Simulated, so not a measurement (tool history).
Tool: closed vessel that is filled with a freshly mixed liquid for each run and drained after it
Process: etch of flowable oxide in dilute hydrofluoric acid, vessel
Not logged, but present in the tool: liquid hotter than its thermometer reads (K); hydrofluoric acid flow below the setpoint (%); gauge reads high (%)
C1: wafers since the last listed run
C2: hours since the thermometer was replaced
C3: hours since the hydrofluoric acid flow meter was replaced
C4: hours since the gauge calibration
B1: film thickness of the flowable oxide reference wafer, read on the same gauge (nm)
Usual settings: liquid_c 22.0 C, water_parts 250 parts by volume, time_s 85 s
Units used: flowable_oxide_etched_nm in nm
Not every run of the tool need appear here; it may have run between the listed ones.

run 1 hour=0.0 | liquid_c=20.5 water_parts=250 time_s=85 | C1=0 C2=632.5 C3=81.0 C4=1165.4 | B1=40.00 | flowable_oxide_etched_nm=9.30
run 2 hour=93.8 | liquid_c=20.5 water_parts=250 time_s=85 | C1=10974 C2=726.3 C3=174.8 C4=1259.2 | B1=40.01 | flowable_oxide_etched_nm=9.47
-- hour=111.0 thermometer replaced
run 3 hour=169.6 | liquid_c=22.0 water_parts=250 time_s=85 | C1=8751 C2=58.6 C3=250.6 C4=1335.0 | B1=40.00 | flowable_oxide_etched_nm=9.16
run 4 hour=248.3 | liquid_c=22.0 water_parts=250 time_s=85 | C1=9207 C2=137.3 C3=329.3 C4=1413.7 | B1=39.99 | flowable_oxide_etched_nm=9.15
run 5 hour=344.5 | liquid_c=22.0 water_parts=250 time_s=85 | C1=11254 C2=233.5 C3=425.5 C4=1509.9 | B1=39.99 | flowable_oxide_etched_nm=9.21
run 6 hour=408.8 | liquid_c=22.0 water_parts=250 time_s=85 | C1=7522 C2=297.8 C3=489.8 C4=1574.2 | B1=39.99 | flowable_oxide_etched_nm=9.23
run 7 hour=504.7 | liquid_c=22.0 water_parts=250 time_s=85 | C1=11219 C2=393.7 C3=585.7 C4=1670.1 | B1=39.99 | flowable_oxide_etched_nm=9.36
run 8 hour=696.5 | liquid_c=22.0 water_parts=165 time_s=85 | C1=22439 C2=585.5 C3=777.5 C4=1861.9 | B1=40.00 | flowable_oxide_etched_nm=15.59
run 9 hour=756.8 | liquid_c=19.5 water_parts=300 time_s=85 | C1=7054 C2=645.8 C3=837.8 C4=1922.2 | B1=40.00 | flowable_oxide_etched_nm=6.79
run 10 hour=826.4 | liquid_c=19.5 water_parts=300 time_s=85 | C1=8142 C2=715.4 C3=907.4 C4=1991.8 | B1=40.01 | flowable_oxide_etched_nm=6.86
run 11 hour=909.0 | liquid_c=19.5 water_parts=300 time_s=85 | C1=9663 C2=798.0 C3=990.0 C4=2074.4 | B1=39.98 | flowable_oxide_etched_nm=6.90
-- hour=975.2 thermometer replaced
run 12 hour=996.5 | liquid_c=25.5 water_parts=250 time_s=85 | C1=10120 C2=21.3 C3=1077.5 C4=2161.9 | B1=40.03 | flowable_oxide_etched_nm=10.03
-- hour=1023.3 gauge calibrated
run 13 hour=1061.1 | liquid_c=22.0 water_parts=250 time_s=85 | C1=7557 C2=85.9 C3=1142.1 C4=37.8 | B1=39.99 | flowable_oxide_etched_nm=8.81
run 14 hour=1123.4 | liquid_c=22.0 water_parts=250 time_s=85 | C1=7288 C2=148.2 C3=1204.4 C4=100.1 | B1=40.02 | flowable_oxide_etched_nm=9.00
run 15 hour=1202.8 | liquid_c=22.0 water_parts=250 time_s=85 | C1=9289 C2=227.6 C3=1283.8 C4=179.5 | B1=40.02 | flowable_oxide_etched_nm=8.80
-- hour=1215.0 hydrofluoric acid flow meter replaced
run 16 hour=1296.9 | liquid_c=22.0 water_parts=250 time_s=85 | C1=10892 C2=321.7 C3=81.9 C4=273.6 | B1=39.99 | flowable_oxide_etched_nm=9.39
run 17 hour=1375.4 | liquid_c=24.0 water_parts=355 time_s=70 | C1=9184 C2=400.2 C3=160.4 C4=352.1 | B1=40.00 | flowable_oxide_etched_nm=5.35
run 18 hour=1431.4 | liquid_c=20.5 water_parts=145 time_s=60 | C1=6551 C2=456.2 C3=216.4 C4=408.1 | B1=39.99 | flowable_oxide_etched_nm=12.25
run 19 hour=1532.1 | liquid_c=19.0 water_parts=285 time_s=85 | C1=11781 C2=556.9 C3=317.1 C4=508.8 | B1=39.99 | flowable_oxide_etched_nm=7.38
run 20 hour=1619.4 | liquid_c=25.0 water_parts=355 time_s=85 | C1=10213 C2=644.2 C3=404.4 C4=596.1 | B1=40.00 | flowable_oxide_etched_nm=6.80
-- hour=1644.4 thermometer replaced
run 21 hour=1657.5 | liquid_c=22.0 water_parts=250 time_s=85 | C1=4340 C2=13.1 C3=442.5 C4=634.2 | B1=39.99 | flowable_oxide_etched_nm=9.05
run 22 hour=1735.4 | liquid_c=22.0 water_parts=250 time_s=85 | C1=9113 C2=91.0 C3=520.4 C4=712.1 | B1=39.97 | flowable_oxide_etched_nm=9.10
run 23 hour=1804.7 | liquid_c=22.0 water_parts=250 time_s=85 | C1=8107 C2=160.3 C3=589.7 C4=781.4 | B1=39.97 | flowable_oxide_etched_nm=9.12
run 24 hour=1877.2 | liquid_c=22.0 water_parts=250 time_s=85 | C1=8482 C2=232.8 C3=662.2 C4=853.9 | B1=39.98 | flowable_oxide_etched_nm=9.16
run 25 hour=1981.7 | liquid_c=17.5 water_parts=300 time_s=50 | C1=12226 C2=337.3 C3=766.7 C4=958.4 | B1=39.98 | flowable_oxide_etched_nm=3.69
run 26 hour=2024.3 | liquid_c=22.0 water_parts=250 time_s=85 | C1=4984 C2=379.9 C3=809.3 C4=1001.0 | B1=40.01 | flowable_oxide_etched_nm=9.27
run 27 hour=2112.2 | liquid_c=20.0 water_parts=250 time_s=85 | C1=10283 C2=467.8 C3=897.2 C4=1088.9 | B1=40.03 | flowable_oxide_etched_nm=8.68
-- hour=2290.6 hydrofluoric acid flow meter replaced
run 28 hour=2297.3 | liquid_c=17.5 water_parts=250 time_s=85 | C1=21538 C2=652.9 C3=6.7 C4=1274.0 | B1=39.98 | flowable_oxide_etched_nm=8.31
run 29 hour=2377.2 | liquid_c=19.0 water_parts=250 time_s=85 | C1=9347 C2=732.8 C3=86.6 C4=1353.9 | B1=40.00 | flowable_oxide_etched_nm=8.88
-- hour=2409.9 thermometer replaced
run 30 hour=2414.4 | liquid_c=22.0 water_parts=340 time_s=85 | C1=4235 C2=4.5 C3=123.8 C4=1391.1 | B1=40.00 | flowable_oxide_etched_nm=6.21
run 31 hour=2515.7 | liquid_c=22.0 water_parts=125 time_s=110 | C1=11851 C2=105.8 C3=225.1 C4=1492.4 | B1=40.00 | flowable_oxide_etched_nm=27.44
run 32 hour=2572.5 | liquid_c=26.5 water_parts=290 time_s=130 | C1=6645 C2=162.6 C3=281.9 C4=1549.2 | B1=40.00 | flowable_oxide_etched_nm=13.68

Give the tool's hidden conditions for every run:
gauge reads high (%): 0 in every run
H1: liquid hotter than its thermometer reads (K)
H2: hydrofluoric acid flow below the setpoint (%)
run=1 H1=2 H2=0.854
run=2 H1=2.25 H2=1.15
run=3 H1=0.343 H2=1.4
run=4 H1=0.555 H2=1.65
run=5 H1=0.814 H2=1.96
run=6 H1=0.987 H2=2.16
run=7 H1=1.25 H2=2.47
run=8 H1=1.76 H2=3.09
run=9 H1=1.92 H2=3.28
run=10 H1=2.11 H2=3.5
run=11 H1=2.33 H2=3.77
run=12 H1=0.111 H2=4.05
run=13 H1=0.284 H2=4.25
run=14 H1=0.452 H2=4.45
run=15 H1=0.666 H2=4.71
run=16 H1=0.919 H2=0.417
run=17 H1=1.13 H2=0.669
run=18 H1=1.28 H2=0.848
run=19 H1=1.55 H2=1.17
run=20 H1=1.79 H2=1.45
run=21 H1=0.268 H2=1.57
run=22 H1=0.478 H2=1.82
run=23 H1=0.664 H2=2.04
run=24 H1=0.859 H2=2.28
run=25 H1=1.14 H2=2.61
run=26 H1=1.26 H2=2.75
run=27 H1=1.49 H2=3.03
run=28 H1=1.99 H2=0.303
run=29 H1=2.21 H2=0.559
run=30 H1=0.207 H2=0.678
run=31 H1=0.48 H2=1
run=32 H1=0.633 H2=1.19
